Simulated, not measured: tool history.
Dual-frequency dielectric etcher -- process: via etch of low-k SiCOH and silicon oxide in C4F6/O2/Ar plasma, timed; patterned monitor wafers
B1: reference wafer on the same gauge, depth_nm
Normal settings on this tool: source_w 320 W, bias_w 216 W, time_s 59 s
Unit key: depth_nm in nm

{"run": 1, "hour": 0.0, "source_w": 320, "bias_w": 216, "time_s": 59, "B1": 160.7, "depth_nm": 149.6}
{"hour": 29.8, "done": "wet clean of the chamber"}
{"run": 2, "hour": 35.1, "source_w": 320, "bias_w": 216, "time_s": 59, "B1": 160.8, "depth_nm": 149}
{"run": 3, "hour": 67.8, "source_w": 320, "bias_w": 216, "time_s": 59, "B1": 161, "depth_nm": 150.2}
{"run": 4, "hour": 101.4, "source_w": 320, "bias_w": 216, "time_s": 59, "B1": 161, "depth_nm": 150.3}
{"run": 5, "hour": 132.8, "source_w": 320, "bias_w": 216, "time_s": 59, "B1": 161.3, "depth_nm": 149.6}
{"hour": 177.0, "done": "upper electrode replaced"}
{"run": 6, "hour": 177.5, "source_w": 320, "bias_w": 216, "time_s": 59, "B1": 161.4, "depth_nm": 150}
{"run": 7, "hour": 181.1, "source_w": 320, "bias_w": 216, "time_s": 59, "B1": 161.4, "depth_nm": 149.8}
{"hour": 187.6, "done": "source power generator calibrated"}
{"run": 8, "hour": 200.9, "source_w": 320, "bias_w": 216, "time_s": 59, "B1": 161.5, "depth_nm": 149.8}
{"run": 9, "hour": 226.9, "source_w": 320, "bias_w": 216, "time_s": 47.5, "B1": 161.5, "depth_nm": 120.4}
{"run": 10, "hour": 255.6, "source_w": 320, "bias_w": 216, "time_s": 47.5, "B1": 161.5, "depth_nm": 120.9}
{"run": 11, "hour": 291.3, "source_w": 320, "bias_w": 216, "time_s": 47.5, "B1": 161.7, "depth_nm": 120.7}
{"run": 12, "hour": 324.4, "source_w": 320, "bias_w": 216, "time_s": 49.5, "B1": 161.9, "depth_nm": 126.9}
{"run": 13, "hour": 356.1, "source_w": 260, "bias_w": 190, "time_s": 73.5, "B1": 162, "depth_nm": 170.9}
{"run": 14, "hour": 384.5, "source_w": 320, "bias_w": 216, "time_s": 59, "B1": 162, "depth_nm": 150.1}
{"run": 15, "hour": 411.1, "source_w": 370, "bias_w": 253, "time_s": 66, "B1": 162.1, "depth_nm": 182.9}
{"hour": 438.5, "done": "bias power generator calibrated"}
{"run": 16, "hour": 439.2, "source_w": 290, "bias_w": 177, "time_s": 46.5, "B1": 162.2, "depth_nm": 109.7}
{"run": 17, "hour": 474.7, "source_w": 320, "bias_w": 234, "time_s": 50.5, "B1": 162.3, "depth_nm": 132}
{"run": 18, "hour": 487.3, "source_w": 390, "bias_w": 216, "time_s": 74, "B1": 162.5, "depth_nm": 200.3}
{"run": 19, "hour": 513.1, "source_w": 350, "bias_w": 253, "time_s": 66.5, "B1": 162.6, "depth_nm": 183.6}
{"run": 20, "hour": 540.2, "source_w": 390, "bias_w": 184, "time_s": 75, "B1": 162.7, "depth_nm": 195.9}
{"run": 21, "hour": 570.0, "source_w": 320, "bias_w": 243, "time_s": 43, "B1": 162.8, "depth_nm": 114.1}
{"hour": 589.9, "done": "gauge calibrated"}
{"hour": 600.3, "done": "wet clean of the chamber"}
{"run": 22, "hour": 600.8, "source_w": 320, "bias_w": 216, "time_s": 59, "B1": 158.4, "depth_nm": 147.5}
{"run": 23, "hour": 620.2, "source_w": 320, "bias_w": 259, "time_s": 64.5, "B1": 158.4, "depth_nm": 168.9}
{"run": 24, "hour": 638.2, "source_w": 390, "bias_w": 179, "time_s": 59, "B1": 158.4, "depth_nm": 148.2}
{"run": 25, "hour": 658.1, "source_w": 260, "bias_w": 190, "time_s": 73.5, "B1": 158.5, "depth_nm": 168.1}
{"run": 26, "hour": 714.0, "source_w": 320, "bias_w": 253, "time_s": 59, "B1": 158.7, "depth_nm": 153.5}
{"run": 27, "hour": 746.1, "source_w": 320, "bias_w": 242, "time_s": 59, "B1": 158.9, "depth_nm": 152}
{"run": 28, "hour": 771.6, "source_w": 390, "bias_w": 216, "time_s": 74, "B1": 158.9, "depth_nm": 195.9}
{"run": 29, "hour": 789.0, "source_w": 320, "bias_w": 216, "time_s": 59, "B1": 159.1, "depth_nm": 147.7}

Consider 5 possible next runs. They are alternatives, not a sequence: every one starts from the tool as it was left by run 29. What does each give?
{"run": "A", "hour": 789.4, "source_w": 320, "bias_w": 216, "time_s": 73, "B1": "?", "depth_nm": "?"}
{"run": "B", "hour": 789.4, "source_w": 250, "bias_w": 261, "time_s": 45.5, "B1": "?", "depth_nm": "?"}
{"run": "C", "hour": 789.4, "source_w": 320, "bias_w": 189, "time_s": 45, "B1": "?", "depth_nm": "?"}
{"run": "D", "hour": 789.4, "source_w": 240, "bias_w": 216, "time_s": 59, "B1": "?", "depth_nm": "?"}
{"run": "E", "hour": 789.4, "source_w": 380, "bias_w": 243, "time_s": 59, "B1": "?", "depth_nm": "?"}

run=A B1=159 depth_nm=182.1
run=B B1=159 depth_nm=112.2
run=C B1=159 depth_nm=108.3
run=D B1=159 depth_nm=136.4
run=E B1=159 depth_nm=159.6
What these runs would have given with no unlogged condition in the tool:
run=A depth_nm=181
run=B depth_nm=111.5
run=C depth_nm=107.7
run=D depth_nm=135.6
run=E depth_nm=158.6
